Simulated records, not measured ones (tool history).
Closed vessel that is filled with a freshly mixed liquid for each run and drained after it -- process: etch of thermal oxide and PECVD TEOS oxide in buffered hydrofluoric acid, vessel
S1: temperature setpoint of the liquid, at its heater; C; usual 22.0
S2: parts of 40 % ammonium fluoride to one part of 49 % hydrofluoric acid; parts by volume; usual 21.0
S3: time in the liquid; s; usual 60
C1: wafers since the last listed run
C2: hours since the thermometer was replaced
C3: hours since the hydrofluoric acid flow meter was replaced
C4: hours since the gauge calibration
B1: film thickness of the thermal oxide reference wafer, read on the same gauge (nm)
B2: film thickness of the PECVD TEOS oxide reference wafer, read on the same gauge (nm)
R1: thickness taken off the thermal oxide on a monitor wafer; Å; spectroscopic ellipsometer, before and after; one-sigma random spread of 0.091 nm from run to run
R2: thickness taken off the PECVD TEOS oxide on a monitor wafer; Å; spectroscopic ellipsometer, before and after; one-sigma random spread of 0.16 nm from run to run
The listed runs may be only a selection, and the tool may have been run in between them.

run 1 hour=0.0 | S1=22.0 S2=15.0 S3=60 | C1=0 C2=2580.8 C3=2099.0 C4=34.2 | B1=79.99 B2=139.98 | R1=392.3 R2=441.2
run 2 hour=7.9 | S1=25.0 S2=24.0 S3=60 | C1=603 C2=2588.7 C3=2106.9 C4=42.1 | B1=80.00 B2=140.01 | R1=306.3 R2=345.7
run 3 hour=25.1 | S1=22.0 S2=21.0 S3=60 | C1=1314 C2=2605.9 C3=2124.1 C4=59.3 | B1=79.99 B2=140.02 | R1=285.1 R2=322.9
run 4 hour=34.0 | S1=22.0 S2=21.0 S3=60 | C1=680 C2=2614.8 C3=2133.0 C4=68.2 | B1=80.00 B2=140.00 | R1=286.2 R2=322.0
run 5 hour=51.8 | S1=19.5 S2=21.0 S3=35 | C1=1360 C2=2632.6 C3=2150.8 C4=86.0 | B1=79.99 B2=140.00 | R1=144.6 R2=163.0
run 6 hour=61.1 | S1=19.5 S2=21.0 S3=35 | C1=710 C2=2641.9 C3=2160.1 C4=95.3 | B1=80.01 B2=139.97 | R1=144.5 R2=163.6
run 7 hour=68.4 | S1=19.5 S2=21.0 S3=35 | C1=557 C2=2649.2 C3=2167.4 C4=102.6 | B1=79.99 B2=140.04 | R1=144.0 R2=162.2
run 8 hour=83.7 | S1=22.0 S2=21.0 S3=60 | C1=1169 C2=2664.5 C3=2182.7 C4=117.9 | B1=80.03 B2=139.98 | R1=285.1 R2=318.8
run 9 hour=96.7 | S1=22.0 S2=21.0 S3=60 | C1=993 C2=2677.5 C3=2195.7 C4=130.9 | B1=80.00 B2=140.02 | R1=284.3 R2=320.2
run 10 hour=111.9 | S1=18.5 S2=16.0 S3=75 | C1=1161 C2=2692.7 C3=2210.9 C4=146.1 | B1=79.98 B2=139.95 | R1=373.9 R2=418.9
-- hour=113.9 gauge calibrated
run 11 hour=122.6 | S1=19.0 S2=21.0 S3=30 | C1=817 C2=2703.4 C3=2221.6 C4=8.7 | B1=79.97 B2=139.96 | R1=119.7 R2=134.1
run 12 hour=131.2 | S1=22.0 S2=21.0 S3=35 | C1=657 C2=2712.0 C3=2230.2 C4=17.3 | B1=80.01 B2=139.95 | R1=166.0 R2=186.3
-- hour=139.9 hydrofluoric acid flow meter replaced
-- hour=147.6 thermometer replaced
run 13 hour=149.2 | S1=26.0 S2=21.0 S3=30 | C1=1222 C2=1.6 C3=9.3 C4=35.3 | B1=79.99 B2=139.96 | R1=204.1 R2=230.7
run 14 hour=167.0 | S1=22.0 S2=21.0 S3=35 | C1=1360 C2=19.4 C3=27.1 C4=53.1 | B1=80.01 B2=140.00 | R1=190.7 R2=213.8
run 15 hour=177.3 | S1=22.0 S2=12.5 S3=80 | C1=787 C2=29.7 C3=37.4 C4=63.4 | B1=79.98 B2=139.99 | R1=714.4 R2=804.7
run 16 hour=186.8 | S1=22.0 S2=13.0 S3=60 | C1=725 C2=39.2 C3=46.9 C4=72.9 | B1=80.00 B2=140.02 | R1=516.4 R2=581.7
run 17 hour=198.4 | S1=19.0 S2=21.0 S3=30 | C1=886 C2=50.8 C3=58.5 C4=84.5 | B1=79.98 B2=139.98 | R1=137.7 R2=155.9
run 18 hour=227.4 | S1=19.0 S2=26.0 S3=75 | C1=2216 C2=79.8 C3=87.5 C4=113.5 | B1=79.99 B2=139.95 | R1=297.2 R2=332.6
run 19 hour=237.4 | S1=20.0 S2=21.0 S3=50 | C1=764 C2=89.8 C3=97.5 C4=123.5 | B1=80.00 B2=140.04 | R1=242.5 R2=273.1

For each entry between runs, how does the tool's hidden state at the last listed run before it compare with that at the first listed run after it?
Runs 10 to 11: gauge calibrated (hour 113.9)
  liquid colder than its thermometer reads (K): 2.86 -> 2.88
  measured value less the no-hidden-state value, R1: -66.4 -> -21.4 Å; R2: -74.5 -> -24.0 Å
Runs 12 to 13: hydrofluoric acid flow meter replaced (hour 139.9); thermometer replaced (hour 147.6)
  liquid colder than its thermometer reads (K): 2.88 -> 0.336
  measured value less the no-hidden-state value, R1: -29.0 -> -3.8 Å; R2: -32.6 -> -4.2 Å
